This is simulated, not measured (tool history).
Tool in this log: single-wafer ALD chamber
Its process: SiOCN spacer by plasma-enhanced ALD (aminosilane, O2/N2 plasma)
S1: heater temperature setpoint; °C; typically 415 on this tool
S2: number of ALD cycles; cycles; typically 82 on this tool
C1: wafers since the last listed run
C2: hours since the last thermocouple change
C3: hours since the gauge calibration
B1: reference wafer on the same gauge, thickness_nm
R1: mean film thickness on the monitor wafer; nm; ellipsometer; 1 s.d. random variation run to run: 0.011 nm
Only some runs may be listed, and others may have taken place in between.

run,hour,S1,S2,C1,C2,C3,B1,R1
1,0.0,415,93,0,2505.2,315.7,3.749,5.145
2,27.7,415,93,113,2532.9,343.4,3.752,5.127
3,52.9,415,82,103,2558.1,368.6,3.751,4.523
4,76.9,415,87,98,2582.1,392.6,3.752,4.791
5,172.9,415,87,393,2678.1,488.6,3.750,4.800
# hour 194.2: thermocouple changed; heater temperature recalibrated
6,203.8,415,87,93,9.6,519.5,3.753,4.795
# hour 221.7: gauge calibrated
7,238.3,415,76,141,44.1,16.6,3.752,4.210
8,264.1,415,72,105,69.9,42.4,3.749,3.977
9,297.2,415,89,135,103.0,75.5,3.755,4.935

Run 10 has not been measured yet. What should we expect?
10,325.2,421,87,114,131.0,103.5,?,?

{"run 10": {"B1": 3.752, "R1": 4.687}}
With the hidden condition absent and the run-to-run variation left alone, this run would have shown R1 4.687 nm.
